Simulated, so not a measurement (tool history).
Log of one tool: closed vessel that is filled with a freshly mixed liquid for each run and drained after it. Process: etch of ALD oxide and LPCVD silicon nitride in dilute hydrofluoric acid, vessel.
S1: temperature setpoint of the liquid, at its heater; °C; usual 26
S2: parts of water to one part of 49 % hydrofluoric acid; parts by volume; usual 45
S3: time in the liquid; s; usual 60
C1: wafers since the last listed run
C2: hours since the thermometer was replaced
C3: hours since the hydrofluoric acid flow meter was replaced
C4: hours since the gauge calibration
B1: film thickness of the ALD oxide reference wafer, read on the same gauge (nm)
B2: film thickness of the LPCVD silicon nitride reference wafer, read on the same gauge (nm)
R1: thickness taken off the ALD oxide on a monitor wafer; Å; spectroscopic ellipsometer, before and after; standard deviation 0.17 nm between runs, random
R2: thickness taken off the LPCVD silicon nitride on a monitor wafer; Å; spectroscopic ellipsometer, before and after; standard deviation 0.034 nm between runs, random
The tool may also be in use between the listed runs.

run   hour    S1  S2  S3    C1     C2      C3     C4     B1      B2     R1     R2
  1      0    26  45  60     0  632.6  2123.3    205  89.98  69.987  503.4   8.73
  2   25.8    26  45  60  3648  658.4  2149.1  230.8  89.99  70.014  498.1   9.19
  3   38.7    26  45  60  1824  671.3    2162  243.7     90  70.006  502.2   8.96
  4   55.6    26  45  60  2390  688.2  2178.9  260.6  89.99      70  502.8    8.8
  5   88.9    26  45  60  4709  721.5  2212.2  293.9  89.99  69.982  503.2   8.62
  6  120.4    26  45  60  4455    753  2243.7  325.4  89.98  69.987  500.7   9.09
     122.5  -- gauge calibrated
     148.5  -- thermometer replaced
  7  155.3  29.5  40  60  4794    6.8  2278.6   32.8  89.99  70.011  705.7  13.84
  8  173.4    26  35  60  2559   24.9  2296.7   50.9  90.04  69.995    703  11.27
  9  201.2  23.5  25  30  3931   52.7  2324.5   78.7  90.01  69.985  448.7   6.72
     214.6  -- hydrofluoric acid flow meter replaced
 10  222.6    26  45  60  2885   74.1       8  100.1     90  69.976  478.8   8.65
 11  237.2  22.5  25  70  2064   88.7    22.6  114.7  89.99  69.987  891.6  14.67
 12  256.6    26  60  80  2743  108.1      42  134.1  89.99  69.988  466.9   8.94
 13  275.1    26  45  60  2616  126.6    60.5  152.6     90  70.001  475.3   8.17
 14  307.5    23  45  60  4582    159    92.9    185  90.01  69.999  420.9   6.88
 15  320.5  24.5  60  35  1838    172   105.9    198  90.04  70.001  192.1   3.48

For each run, what was the tool's unlogged condition?
gauge reads high (%): 0 on each run
H1: liquid colder than its thermometer reads (K)
H2: hydrofluoric acid flow above the setpoint (%)
run      H1    H2
  1    1.61    12
  2    1.66  12.1
  3    1.69  12.2
  4    1.72  12.3
  5    1.78  12.5
  6    1.84  12.6
  7  0.0597  12.8
  8  0.0939  12.9
  9   0.146  13.1
 10   0.187  1.01
 11   0.214   1.1
 12   0.251   1.2
 13   0.286  1.31
 14   0.347  1.49
 15   0.372  1.56
